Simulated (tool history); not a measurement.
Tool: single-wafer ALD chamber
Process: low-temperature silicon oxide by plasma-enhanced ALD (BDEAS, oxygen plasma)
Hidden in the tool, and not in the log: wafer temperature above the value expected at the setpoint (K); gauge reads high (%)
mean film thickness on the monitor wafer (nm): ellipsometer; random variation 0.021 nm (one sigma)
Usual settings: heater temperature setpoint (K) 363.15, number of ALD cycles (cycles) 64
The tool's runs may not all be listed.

run	hour	heater temperature setpoint (K)	number of ALD cycles (cycles)	wafers since the last listed run	hours since the last thermocouple change	hours since the gauge calibration	read-back reference wafer on the same gauge, thickness_nm	mean film thickness on the monitor wafer (nm)
1	0	363.15	64	0	1709.6	621.4	8.35	8.36
2	93.6	363.15	64	436	1803.2	715	8.353	8.384
3	164.5	363.15	64	331	1874.1	785.9	8.35	8.334
4	233.6	372.15	55	322	1943.2	855	8.347	6.973
5	318.5	372.15	55	396	2028.1	939.9	8.349	6.973
6	364.8	363.15	64	216	2074.4	986.2	8.349	8.36
7	433.9	363.15	64	322	2143.5	1055.3	8.351	8.365
8	531.9	363.15	64	457	2241.5	1153.3	8.35	8.327
9	589.3	363.15	64	267	2298.9	1210.7	8.345	8.351
10	672.8	363.15	68	389	2382.4	1294.2	8.345	8.839
11	728.6	363.15	64	260	2438.2	1350	8.354	8.34
# hour 922.5: thermocouple changed; heater temperature recalibrated
# hour 973.5: gauge calibrated
12	984.4	375.15	59	1156	61.9	10.9	8.349	7.7
13	1059.4	368.15	70	350	136.9	85.9	8.352	9.351
# hour 1090.7: thermocouple changed; heater temperature recalibrated, repeated, since the last time left the tool worse
14	1129.8	369.15	57	291	39.1	156.3	8.355	7.404
15	1198	354.15	71	318	107.3	224.5	8.349	9.724
16	1257.2	350.15	70	276	166.5	283.7	8.351	9.741
17	1296.6	363.15	64	183	205.9	323.1	8.351	8.449
18	1368.4	363.15	64	335	277.7	394.9	8.351	8.448

5 ways to go on from here, each from the tool as it stands after run 18. What would each give?
A	1368.9	353.15	64	2	278.2	395.4	?	?
B	1368.9	374.15	73	2	278.2	395.4	?	?
C	1368.9	375.15	53	2	278.2	395.4	?	?
D	1368.9	359.15	64	2	278.2	395.4	?	?
E	1368.9	378.15	55	2	278.2	395.4	?	?

run	read-back reference wafer on the same gauge, thickness_nm	mean film thickness on the monitor wafer (nm)
A	8.348	8.828
B	8.348	9.299
C	8.348	6.738
D	8.348	8.626
E	8.348	6.948
Without the tool's hidden state the same runs would have given:
run	mean film thickness on the monitor wafer (nm)
A	8.817
B	9.293
C	6.733
D	8.615
E	6.944

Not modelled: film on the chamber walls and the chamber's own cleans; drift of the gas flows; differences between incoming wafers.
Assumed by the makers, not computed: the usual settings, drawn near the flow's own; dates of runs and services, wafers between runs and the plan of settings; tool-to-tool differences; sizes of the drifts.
